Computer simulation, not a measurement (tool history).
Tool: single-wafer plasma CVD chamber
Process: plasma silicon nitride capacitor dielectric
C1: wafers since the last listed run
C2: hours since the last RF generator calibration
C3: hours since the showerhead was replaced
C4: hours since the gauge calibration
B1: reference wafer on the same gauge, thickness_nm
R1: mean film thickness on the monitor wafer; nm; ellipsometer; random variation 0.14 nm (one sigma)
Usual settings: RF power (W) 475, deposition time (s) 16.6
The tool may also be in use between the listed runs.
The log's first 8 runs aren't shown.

{"run": 9, "hour": 423.6, "RF power (W)": 475, "deposition time (s)": 16.6, "C1": 701, "C2": 655.1, "C3": 4342.5, "C4": 1168.8, "B1": 27.69, "R1": 25.15}
{"run": 10, "hour": 450.8, "RF power (W)": 475, "deposition time (s)": 16.6, "C1": 627, "C2": 682.3, "C3": 4369.7, "C4": 1196, "B1": 27.636, "R1": 25.461}
{"run": 11, "hour": 487.9, "RF power (W)": 475, "deposition time (s)": 16.6, "C1": 855, "C2": 719.4, "C3": 4406.8, "C4": 1233.1, "B1": 27.588, "R1": 25.247}
{"run": 12, "hour": 528.2, "RF power (W)": 475, "deposition time (s)": 16.6, "C1": 929, "C2": 759.7, "C3": 4447.1, "C4": 1273.4, "B1": 27.566, "R1": 25.09}
{"run": 13, "hour": 595.2, "RF power (W)": 475, "deposition time (s)": 16.6, "C1": 1545, "C2": 826.7, "C3": 4514.1, "C4": 1340.4, "B1": 27.444, "R1": 24.692}
{"run": 14, "hour": 658.5, "RF power (W)": 475, "deposition time (s)": 16.6, "C1": 1460, "C2": 890, "C3": 4577.4, "C4": 1403.7, "B1": 27.35, "R1": 24.892}
{"run": 15, "hour": 699.2, "RF power (W)": 475, "deposition time (s)": 16.6, "C1": 938, "C2": 930.7, "C3": 4618.1, "C4": 1444.4, "B1": 27.302, "R1": 24.898}
{"hour": 701.7, "done": "gauge calibrated"}
{"run": 16, "hour": 759.3, "RF power (W)": 440, "deposition time (s)": 16.6, "C1": 1386, "C2": 990.8, "C3": 4678.2, "C4": 57.6, "B1": 28.788, "R1": 25.46}
{"hour": 794.1, "done": "RF generator calibrated"}
{"run": 17, "hour": 826.1, "RF power (W)": 420, "deposition time (s)": 17.4, "C1": 1356, "C2": 32, "C3": 4745, "C4": 124.4, "B1": 28.756, "R1": 26.182}
{"run": 18, "hour": 850.5, "RF power (W)": 415, "deposition time (s)": 17.6, "C1": 562, "C2": 56.4, "C3": 4769.4, "C4": 148.8, "B1": 28.767, "R1": 26.543}
{"run": 19, "hour": 889.5, "RF power (W)": 475, "deposition time (s)": 16.6, "C1": 899, "C2": 95.4, "C3": 4808.4, "C4": 187.8, "B1": 28.73, "R1": 26.11}
{"run": 20, "hour": 960.0, "RF power (W)": 475, "deposition time (s)": 16.6, "C1": 1626, "C2": 165.9, "C3": 4878.9, "C4": 258.3, "B1": 28.718, "R1": 25.892}
{"run": 21, "hour": 1005.3, "RF power (W)": 475, "deposition time (s)": 16.6, "C1": 1045, "C2": 211.2, "C3": 4924.2, "C4": 303.6, "B1": 28.704, "R1": 25.73}
{"run": 22, "hour": 1061.2, "RF power (W)": 420, "deposition time (s)": 19.8, "C1": 1289, "C2": 267.1, "C3": 4980.1, "C4": 359.5, "B1": 28.692, "R1": 29.576}
{"run": 23, "hour": 1114.3, "RF power (W)": 440, "deposition time (s)": 13.4, "C1": 1224, "C2": 320.2, "C3": 5033.2, "C4": 412.6, "B1": 28.664, "R1": 20.504}
{"hour": 1163.0, "done": "showerhead replaced"}
{"run": 24, "hour": 1165.1, "RF power (W)": 395, "deposition time (s)": 13.6, "C1": 987, "C2": 371, "C3": 2.1, "C4": 463.4, "B1": 28.607, "R1": 19.775}
{"run": 25, "hour": 1227.3, "RF power (W)": 515, "deposition time (s)": 15.8, "C1": 1434, "C2": 433.2, "C3": 64.3, "C4": 525.6, "B1": 28.599, "R1": 25.352}
{"run": 26, "hour": 1277.3, "RF power (W)": 405, "deposition time (s)": 16.6, "C1": 1153, "C2": 483.2, "C3": 114.3, "C4": 575.6, "B1": 28.583, "R1": 24.665}
{"run": 27, "hour": 1331.6, "RF power (W)": 560, "deposition time (s)": 18.9, "C1": 1252, "C2": 537.5, "C3": 168.6, "C4": 629.9, "B1": 28.551, "R1": 31.084}
{"run": 28, "hour": 1363.9, "RF power (W)": 430, "deposition time (s)": 14.1, "C1": 745, "C2": 569.8, "C3": 200.9, "C4": 662.2, "B1": 28.503, "R1": 21.209}
{"run": 29, "hour": 1403.0, "RF power (W)": 475, "deposition time (s)": 17.8, "C1": 902, "C2": 608.9, "C3": 240, "C4": 701.3, "B1": 28.453, "R1": 27.544}
{"run": 30, "hour": 1471.6, "RF power (W)": 475, "deposition time (s)": 16.6, "C1": 1582, "C2": 677.5, "C3": 308.6, "C4": 769.9, "B1": 28.447, "R1": 25.87}

Forecast each of these 3 alternatives for the next run:
{"run": "A", "hour": 1472.0, "RF power (W)": 475, "deposition time (s)": 13.9, "C1": 9, "C2": 677.9, "C3": 309, "C4": 770.3, "B1": "?", "R1": "?"}
{"run": "B", "hour": 1472.0, "RF power (W)": 400, "deposition time (s)": 19.3, "C1": 9, "C2": 677.9, "C3": 309, "C4": 770.3, "B1": "?", "R1": "?"}
{"run": "C", "hour": 1472.0, "RF power (W)": 505, "deposition time (s)": 16.6, "C1": 9, "C2": 677.9, "C3": 309, "C4": 770.3, "B1": "?", "R1": "?"}

run=A B1=28.432 R1=21.442
run=B B1=28.432 R1=28.041
run=C B1=28.432 R1=26.15
Without the tool's hidden state the same runs would have given:
run=A R1=21.502
run=B R1=28.119
run=C R1=26.222

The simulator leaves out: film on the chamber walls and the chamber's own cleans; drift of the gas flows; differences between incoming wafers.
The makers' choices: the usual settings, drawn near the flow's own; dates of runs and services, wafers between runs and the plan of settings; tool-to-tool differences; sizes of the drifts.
